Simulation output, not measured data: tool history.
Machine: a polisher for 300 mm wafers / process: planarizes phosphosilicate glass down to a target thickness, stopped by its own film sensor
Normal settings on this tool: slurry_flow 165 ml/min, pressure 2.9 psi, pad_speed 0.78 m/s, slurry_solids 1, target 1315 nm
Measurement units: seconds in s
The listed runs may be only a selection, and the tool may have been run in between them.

| run | hour | slurry_flow | pressure | pad_speed | slurry_solids | target | wafers since the last listed run | wafers polished on this pad | hours since the slurry nozzle was cleaned | hours since the head pressure was calibrated | hours since the slurry blender was calibrated | hours since the conditioning disc was replaced | incoming thickness of the incoming film, nm | seconds |
|---|---|---|---|---|---|---|---|---|---|---|---|---|---|---|
| 1 | 0 | 165 | 2.9 | 0.78 | 1 | 1315 | 0 | 3 | 497.8 | 823.5 | 16.1 | 310.2 | 2232.1 | 105.5 |
| 2 | 7.2 | 165 | 2.9 | 0.78 | 1 | 1315 | 53 | 56 | 505 | 830.7 | 23.3 | 317.4 | 2227.3 | 105.7 |
|  | 12.7 | slurry nozzle cleaned |
| 3 | 17.4 | 165 | 3.1 | 0.78 | 0.85 | 1315 | 68 | 125 | 4.7 | 840.9 | 33.5 | 327.6 | 2168.7 | 98.9 |
| 4 | 67.7 | 165 | 3.1 | 0.78 | 0.85 | 1315 | 372 | 497 | 55 | 891.2 | 83.8 | 377.9 | 2161.4 | 97.6 |
| 5 | 82.9 | 165 | 2.9 | 0.78 | 1 | 1315 | 112 | 609 | 70.2 | 906.4 | 99 | 393.1 | 2179.3 | 102.1 |
|  | 86.2 | conditioning disc replaced and pad reconditioned |
| 6 | 90.2 | 165 | 2.9 | 0.78 | 0.75 | 1315 | 39 | 648 | 77.5 | 913.7 | 106.3 | 4 | 2191.8 | 113.8 |
| 7 | 97.5 | 165 | 2.9 | 0.78 | 1 | 1522 | 54 | 702 | 84.8 | 921 | 113.6 | 11.3 | 2200.9 | 79.5 |
| 8 | 105.6 | 165 | 2.9 | 0.78 | 1 | 1315 | 59 | 762 | 92.9 | 929.1 | 121.7 | 19.4 | 2225 | 105 |
|  | 116.4 | slurry blender recalibrated |
| 9 | 116.9 | 165 | 2.9 | 0.78 | 0.85 | 1175 | 68 | 831 | 104.2 | 940.4 | 0.5 | 30.7 | 2199.8 | 123.2 |
|  | 122 | worn pad replaced by a new one |
| 10 | 130.3 | 220 | 2.9 | 0.78 | 1 | 1315 | 69 | 61 | 117.6 | 953.8 | 13.9 | 44.1 | 2139.1 | 91.2 |
| 11 | 138.3 | 165 | 2.5 | 0.78 | 1.15 | 1091 | 59 | 120 | 125.6 | 961.8 | 21.9 | 52.1 | 2185.8 | 142.1 |
| 12 | 146.2 | 165 | 2.9 | 0.78 | 1.25 | 1562 | 58 | 178 | 133.5 | 969.7 | 29.8 | 60 | 2193.3 | 69.4 |
| 13 | 155.2 | 165 | 2 | 0.78 | 1 | 1315 | 66 | 245 | 142.5 | 978.7 | 38.8 | 69 | 2196.3 | 148.7 |
| 14 | 166.2 | 215 | 2.5 | 0.78 | 1 | 1315 | 81 | 326 | 153.5 | 989.7 | 49.8 | 80 | 2142.1 | 111.9 |
| 15 | 174.8 | 165 | 2.9 | 0.78 | 1 | 1522 | 63 | 390 | 162.1 | 998.3 | 58.4 | 88.6 | 2170.8 | 76.7 |
|  | 189.2 | head pressure recalibrated |
| 16 | 189.7 | 165 | 2.9 | 0.78 | 1 | 1315 | 95 | 485 | 177 | 0.5 | 73.3 | 103.5 | 2224.6 | 119.4 |
| 17 | 205.1 | 165 | 2.9 | 0.78 | 1.1 | 1315 | 113 | 599 | 192.4 | 15.9 | 88.7 | 118.9 | 2177.7 | 107.4 |
|  | 216 | worn pad replaced by a new one |
| 18 | 219.9 | 165 | 2.9 | 0.78 | 1 | 1315 | 79 | 29 | 207.2 | 30.7 | 103.5 | 133.7 | 2152.6 | 108.8 |
| 19 | 230.1 | 165 | 3.1 | 0.78 | 0.85 | 1315 | 75 | 104 | 217.4 | 40.9 | 113.7 | 143.9 | 2208.7 | 112.3 |

The next listed run, before its measurement:
| 20 | 243.5 | 165 | 3.9 | 0.78 | 0.8 | 1235 | 99 | 203 | 230.8 | 54.3 | 127.1 | 157.3 | 2192 | ? |

Run 20 yielded seconds 97.1 s.
The same run, on a tool lacking any hidden state, would have yielded seconds 99.7 s.
